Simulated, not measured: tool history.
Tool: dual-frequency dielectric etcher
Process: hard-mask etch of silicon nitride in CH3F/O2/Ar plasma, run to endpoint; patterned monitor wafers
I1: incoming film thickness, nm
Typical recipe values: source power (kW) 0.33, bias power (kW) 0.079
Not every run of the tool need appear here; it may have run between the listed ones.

{"run": 1, "hour": 0.0, "source power (kW)": 0.37, "bias power (kW)": 0.079, "I1": 33.71, "endpoint time (s)": 47.4}
{"run": 2, "hour": 15.9, "source power (kW)": 0.37, "bias power (kW)": 0.079, "I1": 33.73, "endpoint time (s)": 47.4}
{"run": 3, "hour": 26.5, "source power (kW)": 0.37, "bias power (kW)": 0.079, "I1": 33.78, "endpoint time (s)": 47.8}
{"run": 4, "hour": 32.7, "source power (kW)": 0.33, "bias power (kW)": 0.089, "I1": 33.67, "endpoint time (s)": 45.8}
{"run": 5, "hour": 46.4, "source power (kW)": 0.33, "bias power (kW)": 0.089, "I1": 33.79, "endpoint time (s)": 45.9}
{"run": 6, "hour": 54.5, "source power (kW)": 0.33, "bias power (kW)": 0.089, "I1": 34, "endpoint time (s)": 46.3}
{"run": 7, "hour": 71.7, "source power (kW)": 0.33, "bias power (kW)": 0.079, "I1": 33.75, "endpoint time (s)": 48.2}
{"run": 8, "hour": 79.1, "source power (kW)": 0.33, "bias power (kW)": 0.079, "I1": 33.61, "endpoint time (s)": 47.9}
{"hour": 123.9, "done": "upper electrode replaced"}
{"run": 9, "hour": 124.4, "source power (kW)": 0.33, "bias power (kW)": 0.079, "I1": 33.86, "endpoint time (s)": 48.1}
{"run": 10, "hour": 124.8, "source power (kW)": 0.33, "bias power (kW)": 0.079, "I1": 33.42, "endpoint time (s)": 47.4}
{"run": 11, "hour": 168.4, "source power (kW)": 0.33, "bias power (kW)": 0.07, "I1": 33.59, "endpoint time (s)": 50}
{"run": 12, "hour": 176.3, "source power (kW)": 0.33, "bias power (kW)": 0.07, "I1": 33.48, "endpoint time (s)": 49.9}
{"hour": 216.6, "done": "bias power generator calibrated"}
{"hour": 243.3, "done": "wet clean of the chamber"}
{"hour": 243.5, "done": "source power generator calibrated"}
{"run": 13, "hour": 244.0, "source power (kW)": 0.33, "bias power (kW)": 0.07, "I1": 33.92, "endpoint time (s)": 52.2}
{"run": 14, "hour": 244.4, "source power (kW)": 0.33, "bias power (kW)": 0.079, "I1": 33.91, "endpoint time (s)": 49.6}
{"run": 15, "hour": 244.9, "source power (kW)": 0.33, "bias power (kW)": 0.079, "I1": 33.35, "endpoint time (s)": 48.7}
{"run": 16, "hour": 257.9, "source power (kW)": 0.35, "bias power (kW)": 0.079, "I1": 33.82, "endpoint time (s)": 48.8}
{"run": 17, "hour": 275.2, "source power (kW)": 0.36, "bias power (kW)": 0.097, "I1": 33.45, "endpoint time (s)": 43.7}
{"run": 18, "hour": 285.8, "source power (kW)": 0.26, "bias power (kW)": 0.073, "I1": 34.09, "endpoint time (s)": 53.5}
{"run": 19, "hour": 302.1, "source power (kW)": 0.33, "bias power (kW)": 0.079, "I1": 34.34, "endpoint time (s)": 49.8}
{"run": 20, "hour": 316.5, "source power (kW)": 0.37, "bias power (kW)": 0.067, "I1": 33.51, "endpoint time (s)": 50.9}
{"run": 21, "hour": 325.4, "source power (kW)": 0.33, "bias power (kW)": 0.079, "I1": 33.61, "endpoint time (s)": 48.7}
{"run": 22, "hour": 334.1, "source power (kW)": 0.39, "bias power (kW)": 0.079, "I1": 34.06, "endpoint time (s)": 47.7}
{"run": 23, "hour": 344.6, "source power (kW)": 0.33, "bias power (kW)": 0.079, "I1": 33.69, "endpoint time (s)": 48.6}
{"run": 24, "hour": 360.3, "source power (kW)": 0.33, "bias power (kW)": 0.073, "I1": 34, "endpoint time (s)": 50.4}
{"run": 25, "hour": 370.6, "source power (kW)": 0.33, "bias power (kW)": 0.079, "I1": 33.71, "endpoint time (s)": 48.5}
{"run": 26, "hour": 385.8, "source power (kW)": 0.33, "bias power (kW)": 0.079, "I1": 33.85, "endpoint time (s)": 48.8}
{"run": 27, "hour": 396.9, "source power (kW)": 0.27, "bias power (kW)": 0.062, "I1": 33.84, "endpoint time (s)": 56}
{"run": 28, "hour": 422.0, "source power (kW)": 0.27, "bias power (kW)": 0.068, "I1": 33.91, "endpoint time (s)": 53.4}
{"run": 29, "hour": 439.5, "source power (kW)": 0.33, "bias power (kW)": 0.071, "I1": 33.72, "endpoint time (s)": 50.2}
{"run": 30, "hour": 447.0, "source power (kW)": 0.37, "bias power (kW)": 0.079, "I1": 33.74, "endpoint time (s)": 47}
{"run": 31, "hour": 457.3, "source power (kW)": 0.33, "bias power (kW)": 0.072, "I1": 33.96, "endpoint time (s)": 50.3}
{"run": 32, "hour": 467.4, "source power (kW)": 0.33, "bias power (kW)": 0.079, "I1": 33.94, "endpoint time (s)": 48.1}
{"run": 33, "hour": 484.8, "source power (kW)": 0.27, "bias power (kW)": 0.059, "I1": 34.05, "endpoint time (s)": 57.4}
{"run": 34, "hour": 496.7, "source power (kW)": 0.28, "bias power (kW)": 0.062, "I1": 33.64, "endpoint time (s)": 55}

Hidden state or all else? Some run-to-run changes of endpoint time (s), split into what the settings, what came in and random variation would give without the hidden state, and what is left for the hidden state (with any gauge scatter that isn't in both results):
Hidden state present: etch rate over this chamber's usual, %; source power that arrives over what is set, %; bias power that arrives over what is set, %.
Run 6 -> 7: bias power (kW) 0.089 -> 0.079. endpoint time (s) +1.9: hidden state -0.3, all else +2.2.
Run 8 -> 9: upper electrode replaced. endpoint time (s) +0.2: hidden state -0.3, all else +0.5.
Run 12 -> 13: bias power generator calibrated, wet clean of the chamber, source power generator calibrated. endpoint time (s) +2.3: hidden state +1.7, all else +0.6.
Run 17 -> 18: source power (kW) 0.36 -> 0.26, bias power (kW) 0.097 -> 0.073. endpoint time (s) +9.8: hidden state -0.1, all else +9.9.
Run 26 -> 27: source power (kW) 0.33 -> 0.27, bias power (kW) 0.079 -> 0.062. endpoint time (s) +7.2: hidden state -0.2, all else +7.4.
Run 32 -> 33: source power (kW) 0.33 -> 0.27, bias power (kW) 0.079 -> 0.059. endpoint time (s) +9.3: hidden state -0.3, all else +9.6.
